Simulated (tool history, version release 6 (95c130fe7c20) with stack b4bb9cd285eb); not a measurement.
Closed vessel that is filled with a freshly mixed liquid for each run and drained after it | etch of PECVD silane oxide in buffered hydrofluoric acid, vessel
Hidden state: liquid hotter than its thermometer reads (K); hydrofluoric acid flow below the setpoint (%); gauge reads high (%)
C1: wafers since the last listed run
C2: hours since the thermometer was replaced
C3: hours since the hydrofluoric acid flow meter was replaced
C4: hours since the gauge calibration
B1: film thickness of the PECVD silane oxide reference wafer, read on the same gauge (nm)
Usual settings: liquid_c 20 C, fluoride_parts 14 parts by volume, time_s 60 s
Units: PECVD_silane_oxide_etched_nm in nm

Run 1, hour 0: usual settings; C1 0; C2 990.8; C3 1099; C4 162.6; B1 89.99. Result: PECVD_silane_oxide_etched_nm 185.76 nm.
Run 2, hour 58.1: usual settings but fluoride_parts 10 parts by volume; C1 6400; C2 1048.9; C3 1157.1; C4 220.7; B1 90. Result: PECVD_silane_oxide_etched_nm 256.9 nm.
Run 3, hour 150.3: usual settings but fluoride_parts 10 parts by volume; C1 10157; C2 1141.1; C3 1249.3; C4 312.9; B1 90.01. Result: PECVD_silane_oxide_etched_nm 258.54 nm.
Run 4, hour 206: usual settings but fluoride_parts 10 parts by volume; C1 6136; C2 1196.8; C3 1305; C4 368.6; B1 90. Result: PECVD_silane_oxide_etched_nm 257.94 nm.
Run 5, hour 274.4: usual settings but time_s 80 s; C1 7535; C2 1265.2; C3 1373.4; C4 437; B1 89.99. Result: PECVD_silane_oxide_etched_nm 248.11 nm.
Run 6, hour 317.8: usual settings; C1 4781; C2 1308.6; C3 1416.8; C4 480.4; B1 90. Result: PECVD_silane_oxide_etched_nm 185.44 nm.
At hour 373.7: thermometer replaced.
Run 7, hour 414.6: usual settings; C1 10554; C2 40.9; C3 1513.6; C4 577.2; B1 90. Result: PECVD_silane_oxide_etched_nm 179.64 nm.
Run 8, hour 491.2: usual settings; C1 8438; C2 117.5; C3 1590.2; C4 653.8; B1 90.02. Result: PECVD_silane_oxide_etched_nm 179.86 nm.
Run 9, hour 571.6: usual settings but time_s 65 s; C1 8857; C2 197.9; C3 1670.6; C4 734.2; B1 90.01. Result: PECVD_silane_oxide_etched_nm 195.13 nm.
Run 10, hour 628.9: usual settings but time_s 65 s; C1 6312; C2 255.2; C3 1727.9; C4 791.5; B1 90.01. Result: PECVD_silane_oxide_etched_nm 195.63 nm.
Run 11, hour 709.2: usual settings but liquid_c 18 C, time_s 70 s; C1 8846; C2 335.5; C3 1808.2; C4 871.8; B1 90.01. Result: PECVD_silane_oxide_etched_nm 186.83 nm.
Run 12, hour 773.1: usual settings but fluoride_parts 11.5 parts by volume; C1 7039; C2 399.4; C3 1872.1; C4 935.7; B1 90. Result: PECVD_silane_oxide_etched_nm 217.58 nm.
At hour 785.9: hydrofluoric acid flow meter replaced.
Run 13, hour 814: usual settings but fluoride_parts 10 parts by volume; C1 4395; C2 440.3; C3 28.1; C4 976.6; B1 90. Result: PECVD_silane_oxide_etched_nm 264.38 nm.
Run 14, hour 919.2: usual settings but time_s 45 s; C1 11589; C2 545.5; C3 133.3; C4 1081.8; B1 89.99. Result: PECVD_silane_oxide_etched_nm 142.31 nm.
Run 15, hour 1024.2: usual settings but liquid_c 21.5 C, time_s 35 s; C1 11567; C2 650.5; C3 238.3; C4 1186.8; B1 89.98. Result: PECVD_silane_oxide_etched_nm 120.43 nm.
Run 16, hour 1076.8: usual settings but liquid_c 17.5 C, fluoride_parts 17 parts by volume, time_s 90 s; C1 5794; C2 703.1; C3 290.9; C4 1239.4; B1 90.02. Result: PECVD_silane_oxide_etched_nm 203.93 nm.
Run 17, hour 1140: usual settings but liquid_c 22.5 C, fluoride_parts 17 parts by volume, time_s 80 s; C1 6962; C2 766.3; C3 354.1; C4 1302.6; B1 90. Result: PECVD_silane_oxide_etched_nm 239.04 nm.
Run 18, hour 1220.5: usual settings but liquid_c 18 C, fluoride_parts 10 parts by volume, time_s 35 s; C1 8868; C2 846.8; C3 434.6; C4 1383.1; B1 90. Result: PECVD_silane_oxide_etched_nm 136.73 nm.
Run 19, hour 1298.4: usual settings; C1 8582; C2 924.7; C3 512.5; C4 1461; B1 90.01. Result: PECVD_silane_oxide_etched_nm 188 nm.
At hour 1302.1: gauge calibrated.
Run 20, hour 1357.1: usual settings but liquid_c 21.5 C, fluoride_parts 16.5 parts by volume, time_s 85 s; C1 6466; C2 983.4; C3 571.2; C4 55; B1 90. Result: PECVD_silane_oxide_etched_nm 247.3 nm.
Run 21, hour 1428.8: usual settings but liquid_c 22.5 C, fluoride_parts 16 parts by volume, time_s 30 s; C1 7899; C2 1055.1; C3 642.9; C4 126.7; B1 89.99. Result: PECVD_silane_oxide_etched_nm 94.51 nm.
Run 22, hour 1506.8: usual settings but liquid_c 22.5 C, fluoride_parts 10.5 parts by volume; C1 8593; C2 1133.1; C3 720.9; C4 204.7; B1 90.01. Result: PECVD_silane_oxide_etched_nm 287.08 nm.
Run 23, hour 1558.7: usual settings but time_s 90 s; C1 5717; C2 1185; C3 772.8; C4 256.6; B1 90.01. Result: PECVD_silane_oxide_etched_nm 281.94 nm.
Run 24, hour 1665.7: usual settings; C1 11787; C2 1292; C3 879.8; C4 363.6; B1 90. Result: PECVD_silane_oxide_etched_nm 188.65 nm.
At hour 1670.4: thermometer replaced.
Run 25, hour 1708: usual settings but time_s 30 s; C1 4549; C2 37.6; C3 922.1; C4 405.9; B1 90.01. Result: PECVD_silane_oxide_etched_nm 91.9 nm.
Run 26, hour 1770.2: usual settings; C1 6852; C2 99.8; C3 984.3; C4 468.1; B1 90. Result: PECVD_silane_oxide_etched_nm 182.19 nm.
Run 27, hour 1807: usual settings but liquid_c 21.5 C, time_s 35 s; C1 4054; C2 136.6; C3 1021.1; C4 504.9; B1 89.97. Result: PECVD_silane_oxide_etched_nm 116.22 nm.
Run 28, hour 1866.6: usual settings but liquid_c 17.5 C, fluoride_parts 17 parts by volume, time_s 90 s; C1 6566; C2 196.2; C3 1080.7; C4 564.5; B1 89.99. Result: PECVD_silane_oxide_etched_nm 197.32 nm.
Run 29, hour 1934.2: usual settings but fluoride_parts 15.5 parts by volume, time_s 95 s; C1 7447; C2 263.8; C3 1148.3; C4 632.1; B1 90.01. Result: PECVD_silane_oxide_etched_nm 261.14 nm.
Run 30, hour 2029.3: usual settings but fluoride_parts 18.5 parts by volume, time_s 90 s; C1 10476; C2 358.9; C3 1243.4; C4 727.2; B1 90. Result: PECVD_silane_oxide_etched_nm 209.03 nm.
Run 31, hour 2074.6: usual settings but liquid_c 17 C, fluoride_parts 16 parts by volume, time_s 90 s; C1 4990; C2 404.2; C3 1288.7; C4 772.5; B1 89.98. Result: PECVD_silane_oxide_etched_nm 204.09 nm.

5 ways to go on from here, each from the tool as it stands after run 31. What would each give?
Run A, hour 2075.3: usual settings; C1 77; C2 404.9; C3 1289.4; C4 773.2; B1 ?. Result: PECVD_silane_oxide_etched_nm ?.
Run B, hour 2075.3: usual settings but liquid_c 23.5 C; C1 77; C2 404.9; C3 1289.4; C4 773.2; B1 ?. Result: PECVD_silane_oxide_etched_nm ?.
Run C, hour 2075.3: usual settings but time_s 75 s; C1 77; C2 404.9; C3 1289.4; C4 773.2; B1 ?. Result: PECVD_silane_oxide_etched_nm ?.
Run D, hour 2075.3: usual settings but fluoride_parts 11.5 parts by volume, time_s 45 s; C1 77; C2 404.9; C3 1289.4; C4 773.2; B1 ?. Result: PECVD_silane_oxide_etched_nm ?.
Run E, hour 2075.3: usual settings but liquid_c 23.5 C, fluoride_parts 18 parts by volume, time_s 85 s; C1 77; C2 404.9; C3 1289.4; C4 773.2; B1 ?. Result: PECVD_silane_oxide_etched_nm ?.

run     B1  PECVD_silane_oxide_etched_nm
  A  89.99                        183.12
  B  89.99                        222.28
  C  89.99                        228.91
  D  89.99                        166.57
  E  89.99                        245.88
Without the tool's hidden state the same runs would have given:
run  PECVD_silane_oxide_etched_nm
  A                        188.91
  B                        229.35
  C                        236.14
  D                         171.8
  E                        253.74
